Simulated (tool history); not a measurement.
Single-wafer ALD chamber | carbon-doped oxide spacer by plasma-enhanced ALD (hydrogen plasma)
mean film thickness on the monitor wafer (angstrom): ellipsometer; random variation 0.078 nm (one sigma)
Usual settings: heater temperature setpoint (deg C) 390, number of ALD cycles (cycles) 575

run	hour	heater temperature setpoint (deg C)	number of ALD cycles (cycles)	read-back reference wafer on the same gauge, thickness_nm	mean film thickness on the monitor wafer (angstrom)
1	0.0	390	575	37.126	313.85
2	6.5	390	575	37.082	314.42
3	21.0	397	575	37.032	312.91
4	36.8	397	575	37.103	312.79
5	52.8	397	575	37.113	312.92
6	69.6	396	575	37.096	314.35
7	87.3	396	575	37.113	313.33
8	100.6	382	575	37.130	313.93
9	115.4	382	575	37.132	313.81
10	133.2	382	575	37.056	314.48
11	144.6	381	609	37.074	331.23
12	154.3	390	575	37.151	313.32
13	169.2	390	575	37.060	313.59
14	181.7	390	575	37.076	313.23
15	188.2	383	575	37.112	314.19
16	194.7	383	575	37.104	313.41
17	205.3	390	506	37.094	276.04
18	221.8	384	603	37.093	329.12
19	234.5	386	533	37.110	291.33
20	261.9	386	533	37.110	289.41
21	273.3	386	533	37.087	292.12
22	287.5	390	575	37.053	313.81
23	301.5	390	575	37.094	314.78
24	316.1	390	624	37.081	339.20
25	330.3	398	617	37.128	336.77
26	338.4	390	575	37.088	312.56
27	346.3	390	575	37.099	312.28
28	359.8	395	672	37.126	365.80
29	366.4	394	650	37.086	354.51
30	374.4	404	575	37.061	310.58
31	387.7	394	575	37.105	313.76
32	396.2	390	575	37.122	314.64
33	403.5	377	505	37.095	275.74
34	411.9	397	575	37.092	312.68
35	428.1	377	505	37.068	275.48
36	444.7	390	575	37.114	314.00
37	460.3	397	575	37.087	313.50
38	472.5	383	535	37.074	290.87
39	480.2	390	641	37.161	349.08
40	486.7	390	504	37.072	275.70
41	502.4	396	485	37.128	263.74
42	514.1	398	575	37.100	313.58
43	530.9	390	575	37.115	313.21
44	542.8	382	615	37.088	335.80
45	556.0	390	575	37.061	314.75
46	562.8	385	672	37.083	364.82
47	591.4	390	475	37.107	259.52

Taken out of this log: 2 entries between the listed runs. Where each belongs, and how the hidden state differs across it:
Between runs 24 and 25: thermocouple changed; heater temperature recalibrated (hour 329.8)
  no hidden state differs between the two runs
Between runs 26 and 27: gauge calibrated (hour 343.3)
  no hidden state differs between the two runs
